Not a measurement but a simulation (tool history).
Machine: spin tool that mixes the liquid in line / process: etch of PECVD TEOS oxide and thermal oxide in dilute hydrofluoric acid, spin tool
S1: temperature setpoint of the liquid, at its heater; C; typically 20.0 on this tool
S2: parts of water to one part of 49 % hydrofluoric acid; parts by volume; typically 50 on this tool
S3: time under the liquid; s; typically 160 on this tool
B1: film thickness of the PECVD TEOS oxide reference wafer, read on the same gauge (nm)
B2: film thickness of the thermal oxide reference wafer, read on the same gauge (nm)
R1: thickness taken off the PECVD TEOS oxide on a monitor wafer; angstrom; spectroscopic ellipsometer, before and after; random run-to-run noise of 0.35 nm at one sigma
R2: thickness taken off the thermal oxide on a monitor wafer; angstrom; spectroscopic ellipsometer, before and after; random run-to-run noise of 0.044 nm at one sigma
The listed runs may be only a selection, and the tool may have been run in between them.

run,hour,S1,S2,S3,B1,B2,R1,R2
1,0.0,20.0,45,160,80.58,30.18,650.5,154.7
2,30.7,20.0,50,205,80.72,30.28,745.2,176.9
3,60.4,20.0,50,205,80.80,30.29,744.6,177.6
4,121.2,20.0,65,160,80.99,30.40,439.7,105.4
5,185.1,20.0,65,160,81.18,30.45,445.8,105.5
6,224.1,20.0,50,160,81.33,30.44,585.7,139.6
7,252.6,20.0,50,160,81.40,30.48,579.9,140.6
8,299.4,23.0,45,160,81.58,30.54,750.6,177.7
9,361.2,23.0,45,160,80.01,30.03,722.6,174.0
10,402.8,20.0,50,235,80.14,30.04,843.7,200.6
11,458.1,21.5,75,160,80.34,30.12,396.6,95.0
12,495.8,20.0,50,110,80.44,30.19,397.8,94.8
13,528.6,20.0,50,75,80.55,30.22,269.6,64.7
14,553.8,20.0,30,160,80.62,30.21,994.1,236.3
15,577.8,17.0,40,120,80.68,30.24,485.3,115.4
16,613.7,20.0,50,160,80.79,30.31,582.7,138.8
17,665.1,20.0,30,210,80.97,30.37,1303.4,310.7
18,732.2,20.0,50,160,81.22,30.45,586.7,138.6

The log once held 3 entries between its listed runs, left out of this copy. Where does each go, and what is different about the tool's unlogged condition between the listed run before it and the listed run after it?
From run 8 to run 9: gauge calibrated (hour 342.5)
  gauge reads high (%): 1.95 -> 0.00478
  the result without the hidden state subtracted from the measured one, R1: +14.3 -> +0.0 angstrom; R2: +3.4 -> +0.0 angstrom
From run 10 to run 11: thermometer replaced (hour 408.4)
  gauge reads high (%): 0.171 -> 0.392
  the result without the hidden state subtracted from the measured one, R1: +1.4 -> +1.5 angstrom; R2: +0.3 -> +0.3 angstrom
From run 13 to run 14: hydrofluoric acid flow meter replaced (hour 536.8)
  gauge reads high (%): 0.674 -> 0.775
  the result without the hidden state subtracted from the measured one, R1: +1.8 -> +7.7 angstrom; R2: +0.4 -> +1.8 angstrom

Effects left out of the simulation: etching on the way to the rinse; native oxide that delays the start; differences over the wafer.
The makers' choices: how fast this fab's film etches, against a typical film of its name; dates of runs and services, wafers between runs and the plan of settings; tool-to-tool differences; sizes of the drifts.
